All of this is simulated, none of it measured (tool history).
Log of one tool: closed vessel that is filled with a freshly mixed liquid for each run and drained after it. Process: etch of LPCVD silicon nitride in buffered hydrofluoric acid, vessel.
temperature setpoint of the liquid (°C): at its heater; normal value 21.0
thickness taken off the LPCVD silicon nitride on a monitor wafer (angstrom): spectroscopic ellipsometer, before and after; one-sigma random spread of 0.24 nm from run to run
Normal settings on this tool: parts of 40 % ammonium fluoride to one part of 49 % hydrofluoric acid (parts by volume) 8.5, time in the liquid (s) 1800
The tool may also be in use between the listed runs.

run,hour,temperature setpoint of the liquid (°C),parts of 40 % ammonium fluoride to one part of 49 % hydrofluoric acid (parts by volume),time in the liquid (s),"read-back film thickness of the LPCVD silicon nitride reference wafer, read on the same gauge (nm)",thickness taken off the LPCVD silicon nitride on a monitor wafer (angstrom)
1,0.0,21.0,8.5,1800,79.99,260.7
2,19.3,21.0,8.5,1800,80.00,259.5
3,44.2,21.0,8.5,1800,80.04,256.0
4,71.6,21.0,8.5,1800,80.01,258.7
5,101.2,18.0,8.5,2165,80.03,261.6
6,117.7,18.0,8.5,2165,80.00,262.5
7,143.9,21.0,8.5,1800,80.00,256.6
8,156.8,21.0,8.5,1800,80.01,262.8
9,178.4,21.0,8.5,1800,80.02,257.7
10,195.8,21.0,8.5,1800,79.96,258.9
11,211.0,21.0,7.0,1310,80.01,234.9
12,225.9,21.0,7.0,1310,79.96,231.2
13,248.9,21.0,6.0,1800,79.99,368.0
14,269.2,21.0,8.5,1800,80.02,259.5
15,323.8,21.0,10.0,2395,80.02,307.1
16,347.0,21.0,8.5,2080,80.00,297.2
17,375.6,21.0,8.5,1800,80.00,261.0
18,397.2,25.5,6.0,2435,79.98,626.3
19,416.1,18.5,11.5,2420,80.01,232.3
# hour 432.4: hydrofluoric acid flow meter replaced
# hour 477.9: thermometer replaced
# hour 498.2: gauge calibrated
20,512.0,21.0,8.5,1800,80.02,259.7
21,537.4,21.0,8.5,1800,79.99,255.3
22,554.5,22.5,8.5,2560,80.00,397.1
23,577.0,21.0,8.5,1800,80.00,262.9
24,589.6,19.5,9.5,2765,80.02,330.7
25,606.6,21.0,8.5,1800,80.00,259.4
26,656.1,19.5,5.5,1340,80.06,266.5
27,680.1,21.0,12.0,1380,80.03,146.3

Give the tool's hidden conditions for every run:
liquid hotter than its thermometer reads (K): 0 at every run
hydrofluoric acid flow above the setpoint (%): 0 at every run
gauge reads high (%): 0 at every run
